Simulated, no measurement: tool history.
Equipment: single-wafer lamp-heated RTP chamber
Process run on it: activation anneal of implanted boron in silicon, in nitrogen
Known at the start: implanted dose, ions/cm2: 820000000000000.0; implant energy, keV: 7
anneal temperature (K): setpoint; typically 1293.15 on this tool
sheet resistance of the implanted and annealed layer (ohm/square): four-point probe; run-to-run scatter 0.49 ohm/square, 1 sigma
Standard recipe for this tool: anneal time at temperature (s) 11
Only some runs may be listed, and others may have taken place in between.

run,hour,anneal temperature (K),anneal time at temperature (s),"read-back reference wafer on the same gauge, sheet resistance",sheet resistance of the implanted and annealed layer (ohm/square)
1,0.0,1282.15,7,150.90,182.79
# hour 51.6: reflector plate cleaned
2,52.1,1293.15,16,150.93,175.24
3,105.9,1293.15,16,151.05,175.14
# hour 172.6: gauge calibrated
# hour 178.8: pyrometer window cleaned and pyrometer calibrated
4,413.5,1293.15,11,151.04,176.40
# hour 436.4: pyrometer window cleaned and pyrometer calibrated
5,504.4,1293.15,11,151.07,177.93
# hour 539.0: reflector plate cleaned
6,563.0,1293.15,11,151.07,177.86
7,670.9,1293.15,11,151.01,176.55
# hour 680.9: pyrometer window cleaned and pyrometer calibrated
8,755.9,1293.15,11,151.07,177.92
9,850.4,1275.15,17,150.96,180.10
10,932.2,1314.15,11,151.10,170.81
# hour 964.9: pyrometer window cleaned and pyrometer calibrated
11,1011.6,1271.15,11,151.01,185.86
# hour 1019.1: gauge calibrated
# hour 1042.3: reflector plate cleaned
12,1072.1,1293.15,11,150.95,178.68
13,1126.4,1264.15,17,151.06,184.87
14,1192.5,1293.15,11,151.12,177.06
# hour 1265.6: pyrometer window cleaned and pyrometer calibrated
15,1277.9,1264.15,15,151.03,188.26
16,1372.5,1277.15,6,151.01,186.62

Forecast each of these 5 alternatives for the next run:
A,1372.9,1277.15,11,?,?
B,1372.9,1305.15,17,?,?
C,1372.9,1268.15,15,?,?
D,1372.9,1284.15,13,?,?
E,1372.9,1317.15,16,?,?

run,"read-back reference wafer on the same gauge, sheet resistance",sheet resistance of the implanted and annealed layer (ohm/square)
A,151.00,181.78
B,151.00,170.74
C,151.00,182.75
D,151.00,178.52
E,151.00,168.28
The same runs, with their run-to-run variation unchanged, on a tool lacking any hidden condition would have given:
run,sheet resistance of the implanted and annealed layer (ohm/square)
A,187.50
B,174.92
C,189.47
D,183.30
E,171.95
